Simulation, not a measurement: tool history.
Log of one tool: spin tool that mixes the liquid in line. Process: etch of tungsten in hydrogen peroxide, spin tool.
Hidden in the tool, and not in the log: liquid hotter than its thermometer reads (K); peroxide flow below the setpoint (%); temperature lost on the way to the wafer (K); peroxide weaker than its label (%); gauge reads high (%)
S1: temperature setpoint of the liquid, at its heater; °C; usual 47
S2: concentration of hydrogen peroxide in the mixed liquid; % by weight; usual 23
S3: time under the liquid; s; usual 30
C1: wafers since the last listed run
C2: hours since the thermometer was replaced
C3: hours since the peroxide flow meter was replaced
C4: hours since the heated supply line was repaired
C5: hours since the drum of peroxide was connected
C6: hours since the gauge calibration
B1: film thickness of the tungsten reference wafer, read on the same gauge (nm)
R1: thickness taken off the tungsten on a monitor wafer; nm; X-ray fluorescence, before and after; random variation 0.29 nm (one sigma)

| run | hour | S1 | S2 | S3 | C1 | C2 | C3 | C4 | C5 | C6 | B1 | R1 |
|---|---|---|---|---|---|---|---|---|---|---|---|---|
| 1 | 0 | 41.5 | 23 | 30 | 0 | 921.3 | 96.2 | 1715.7 | 110.9 | 1445.3 | 30.02 | 26.08 |
| 2 | 19.7 | 41.5 | 23 | 30 | 367 | 941 | 115.9 | 1735.4 | 130.6 | 1465 | 30 | 26.32 |
| 3 | 43.5 | 47 | 25 | 30 | 444 | 964.8 | 139.7 | 1759.2 | 154.4 | 1488.8 | 29.99 | 38.35 |
|  | 64.1 | gauge calibrated |
|  | 98 | heated supply line repaired |
| 4 | 144.9 | 47 | 23 | 20 | 1873 | 1066.2 | 241.1 | 46.9 | 255.8 | 80.8 | 30.03 | 24.56 |
| 5 | 159.2 | 50.5 | 23 | 30 | 266 | 1080.5 | 255.4 | 61.2 | 270.1 | 95.1 | 30.01 | 46.07 |
| 6 | 183.7 | 47 | 28 | 20 | 457 | 1105 | 279.9 | 85.7 | 294.6 | 119.6 | 29.99 | 26.66 |
|  | 208.4 | thermometer replaced |
| 7 | 262.1 | 50 | 16.5 | 15 | 1444 | 53.7 | 358.3 | 164.1 | 373 | 198 | 30 | 18.7 |
| 8 | 284.8 | 40 | 28 | 20 | 423 | 76.4 | 381 | 186.8 | 395.7 | 220.7 | 30.04 | 17.26 |
| 9 | 300.8 | 38 | 21 | 15 | 298 | 92.4 | 397 | 202.8 | 411.7 | 236.7 | 30.01 | 9.91 |
| 10 | 319.2 | 44.5 | 23 | 40 | 343 | 110.8 | 415.4 | 221.2 | 430.1 | 255.1 | 29.99 | 41.55 |
| 11 | 332.9 | 54.5 | 27 | 30 | 255 | 124.5 | 429.1 | 234.9 | 443.8 | 268.8 | 30 | 64.05 |
| 12 | 351.4 | 47 | 23 | 30 | 345 | 143 | 447.6 | 253.4 | 462.3 | 287.3 | 29.96 | 36.98 |
| 13 | 367 | 47 | 23 | 30 | 291 | 158.6 | 463.2 | 269 | 477.9 | 302.9 | 29.97 | 37 |
|  | 387.7 | new drum of peroxide connected |
| 14 | 395.7 | 39 | 19 | 35 | 516 | 187.3 | 491.9 | 297.7 | 8 | 331.6 | 29.97 | 23.96 |
| 15 | 413.2 | 47 | 23 | 30 | 326 | 204.8 | 509.4 | 315.2 | 25.5 | 349.1 | 29.97 | 36.81 |
|  | 421.3 | peroxide flow meter replaced |
| 16 | 431.5 | 47 | 23 | 30 | 322 | 223.1 | 10.2 | 333.5 | 43.8 | 367.4 | 29.98 | 37 |
| 17 | 454.8 | 47 | 17.5 | 20 | 434 | 246.4 | 33.5 | 356.8 | 67.1 | 390.7 | 30.02 | 21.63 |
| 18 | 489.4 | 55.5 | 25.5 | 45 | 645 | 281 | 68.1 | 391.4 | 101.7 | 425.3 | 30 | 97.22 |
| 19 | 502 | 43 | 27 | 25 | 235 | 293.6 | 80.7 | 404 | 114.3 | 437.9 | 30.03 | 25.89 |
| 20 | 524.1 | 47 | 23 | 30 | 412 | 315.7 | 102.8 | 426.1 | 136.4 | 460 | 30 | 36.57 |
| 21 | 551.3 | 55.5 | 28.5 | 20 | 507 | 342.9 | 130 | 453.3 | 163.6 | 487.2 | 29.98 | 45.41 |
| 22 | 583.9 | 54.5 | 18.5 | 50 | 608 | 375.5 | 162.6 | 485.9 | 196.2 | 519.8 | 30.04 | 86.63 |
| 23 | 614 | 47 | 21 | 15 | 561 | 405.6 | 192.7 | 516 | 226.3 | 549.9 | 29.99 | 17.74 |
| 24 | 648 | 44 | 18.5 | 50 | 634 | 439.6 | 226.7 | 550 | 260.3 | 583.9 | 29.99 | 45.55 |
| 25 | 678.7 | 47 | 23 | 30 | 572 | 470.3 | 257.4 | 580.7 | 291 | 614.6 | 30.01 | 36.67 |
| 26 | 705.8 | 53 | 20 | 50 | 505 | 497.4 | 284.5 | 607.8 | 318.1 | 641.7 | 30.01 | 82.84 |

Hidden state at the last listed run before each entry between runs and at the first one after, where it differs:
Between runs 3 and 4: gauge calibrated (hour 64.1); heated supply line repaired (hour 98)
  no hidden state differs between the two runs
Between runs 6 and 7: thermometer replaced (hour 208.4)
  no hidden state differs between the two runs
Between runs 13 and 14: new drum of peroxide connected (hour 387.7)
  no hidden state differs between the two runs
Between runs 15 and 16: peroxide flow meter replaced (hour 421.3)
  no hidden state differs between the two runs
